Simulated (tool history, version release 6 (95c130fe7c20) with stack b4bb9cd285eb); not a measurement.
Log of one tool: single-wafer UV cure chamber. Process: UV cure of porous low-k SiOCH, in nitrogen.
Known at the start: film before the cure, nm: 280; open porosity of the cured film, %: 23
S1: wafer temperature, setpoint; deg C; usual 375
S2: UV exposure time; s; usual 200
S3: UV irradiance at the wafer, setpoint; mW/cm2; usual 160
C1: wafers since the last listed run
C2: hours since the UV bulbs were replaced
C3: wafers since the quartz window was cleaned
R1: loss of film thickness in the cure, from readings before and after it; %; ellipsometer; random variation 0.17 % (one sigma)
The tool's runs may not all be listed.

run,hour,S1,S2,S3,C1,C2,C3,R1
1,0.0,375,200,160,0,840.5,2158,13.411
2,78.3,375,200,160,514,918.8,2673,13.293
3,166.3,375,200,160,578,1006.8,3251,13.348
4,228.6,375,200,160,409,1069.1,3661,13.321
# hour 259.4: quartz window cleaned
5,331.8,375,200,160,625,1172.3,475,13.190
6,422.9,375,200,160,598,1263.4,1074,12.946
7,471.0,375,200,160,316,1311.5,1390,12.880
8,539.9,375,200,160,452,1380.4,1843,12.653
# hour 608.1: UV bulbs replaced
9,635.9,383,115,160,578,27.8,2421,11.258
10,739.2,360,255,160,678,131.1,3100,14.652
# hour 758.8: quartz window cleaned
11,834.2,375,200,160,571,226.1,495,14.168
12,888.6,360,140,149,357,280.5,853,11.399
13,987.9,375,200,160,652,379.8,1505,13.688
14,1055.4,375,270,138,443,447.3,1949,14.469
15,1144.2,356,270,160,583,536.1,2533,14.695
16,1238.1,367,200,190,617,630.0,3150,14.335

Forecast each of these 3 alternatives for the next run:
A,1238.6,375,200,160,3,630.5,3153,?
B,1238.6,369,200,160,3,630.5,3153,?
C,1238.6,365,120,191,3,630.5,3153,?

run,R1
A,13.522
B,13.398
C,11.698
Without the tool's hidden state the same runs would have given:
run,R1
A,14.120
B,13.995
C,12.273

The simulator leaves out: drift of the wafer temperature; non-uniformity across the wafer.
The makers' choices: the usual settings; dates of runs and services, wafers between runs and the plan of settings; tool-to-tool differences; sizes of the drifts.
